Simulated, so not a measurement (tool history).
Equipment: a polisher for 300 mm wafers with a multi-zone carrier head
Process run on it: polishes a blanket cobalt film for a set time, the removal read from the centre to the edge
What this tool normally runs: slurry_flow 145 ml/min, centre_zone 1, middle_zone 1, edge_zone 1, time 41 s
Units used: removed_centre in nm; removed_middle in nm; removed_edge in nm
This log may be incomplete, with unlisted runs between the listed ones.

| run | day | slurry_flow | centre_zone | middle_zone | edge_zone | time | incoming thickness of the incoming film, nm | removed_centre | removed_middle | removed_edge |
|---|---|---|---|---|---|---|---|---|---|---|
| 1 | 0 | 145 | 1 | 1 | 0.92 | 41 | 883.1 | 314.1 | 321.9 | 307.9 |
| 2 | 1.379 | 145 | 1 | 1 | 0.92 | 41 | 879.9 | 319.5 | 320.3 | 304 |
|  | 2.792 | edge zone pressure recalibrated |
| 3 | 2.867 | 145 | 1 | 0.92 | 1 | 41 | 871 | 318.7 | 298.4 | 320.7 |
|  | 3.012 | centre zone pressure recalibrated |
| 4 | 5.404 | 145 | 1 | 0.92 | 1 | 41 | 868.3 | 317.7 | 305.3 | 321.5 |
|  | 7.029 | worn pad replaced by a new one |
|  | 9.371 | slurry nozzle cleaned |
| 5 | 13.071 | 145 | 1 | 1 | 1 | 41 | 865.7 | 318.1 | 323.8 | 321.2 |
| 6 | 14.862 | 165 | 1 | 1 | 1 | 33 | 881.6 | 261.9 | 262.2 | 258.3 |
|  | 15.054 | worn pad replaced by a new one |
| 7 | 16.229 | 165 | 1 | 1 | 1 | 33 | 870.8 | 260.9 | 265.3 | 263.6 |
|  | 18.133 | carrier head's membrane replaced by a new one |
| 8 | 18.188 | 165 | 1 | 1 | 1 | 33 | 870 | 263.6 | 256.6 | 261.2 |
| 9 | 21.188 | 145 | 1 | 1 | 0.94 | 41 | 881.6 | 316.5 | 324.5 | 311.3 |
| 10 | 23.825 | 145 | 1 | 1 | 0.94 | 41 | 861.3 | 315.2 | 316.9 | 312.3 |
|  | 24.092 | worn pad replaced by a new one |
| 11 | 25.821 | 145 | 1.05 | 1 | 1.09 | 33 | 858.4 | 268 | 258.6 | 273.1 |
| 12 | 27.246 | 120 | 1 | 1.04 | 0.92 | 29 | 877.3 | 211.9 | 228.3 | 211.1 |
| 13 | 29.212 | 145 | 1 | 0.92 | 1 | 31 | 880.2 | 235.1 | 230.1 | 240.9 |
| 14 | 32.008 | 145 | 1 | 1.05 | 1 | 41 | 865.6 | 318.8 | 334.4 | 318.2 |
|  | 32.208 | centre zone pressure recalibrated |
|  | 32.696 | edge zone pressure recalibrated |
|  | 32.754 | worn pad replaced by a new one |
| 15 | 33.683 | 185 | 1 | 0.93 | 0.93 | 29 | 874.9 | 234.4 | 233 | 225.2 |
|  | 35.071 | slurry nozzle cleaned |
| 16 | 36.2 | 145 | 1 | 1 | 1 | 28 | 880.2 | 214.8 | 219.3 | 216.1 |
| 17 | 37.804 | 145 | 1 | 1 | 1 | 41 | 853.8 | 322.2 | 329.1 | 321.2 |
| 18 | 40.171 | 120 | 1.07 | 1 | 1 | 41 | 867.8 | 317.3 | 312.2 | 309.7 |
|  | 41.054 | worn pad replaced by a new one |
| 19 | 42.558 | 105 | 1 | 1 | 0.91 | 41 | 881.3 | 287 | 292.5 | 287.5 |
| 20 | 43.804 | 145 | 1 | 1 | 1 | 41 | 876.3 | 314.9 | 315.6 | 316.7 |
| 21 | 46.729 | 120 | 1.07 | 1.12 | 0.95 | 41 | 871.9 | 321 | 336.6 | 300.7 |

4 ways to go on from here, each from the tool as it stands after run 21. What would each give?
| A | 46.746 | 175 | 1 | 1 | 1 | 41 | 864.4 | ? | ? | ? |
| B | 46.746 | 125 | 1 | 0.97 | 0.91 | 30 | 864.4 | ? | ? | ? |
| C | 46.746 | 145 | 0.91 | 0.9 | 1 | 41 | 864.4 | ? | ? | ? |
| D | 46.746 | 175 | 1 | 1 | 1 | 53 | 864.4 | ? | ? | ? |

| run | removed_centre | removed_middle | removed_edge |
|---|---|---|---|
| A | 335.2 | 338.4 | 330.3 |
| B | 226.2 | 224.6 | 219.7 |
| C | 296.4 | 298.8 | 322.1 |
| D | 433.4 | 437.4 | 427 |
Take away the tool's hidden state, keep each run's random variation, and the runs would have read:
| run | removed_centre | removed_middle | removed_edge |
|---|---|---|---|
| A | 335.2 | 338.4 | 330.3 |
| B | 226.2 | 224.6 | 219.7 |
| C | 296.4 | 298.8 | 322.1 |
| D | 433.4 | 437.4 | 427 |
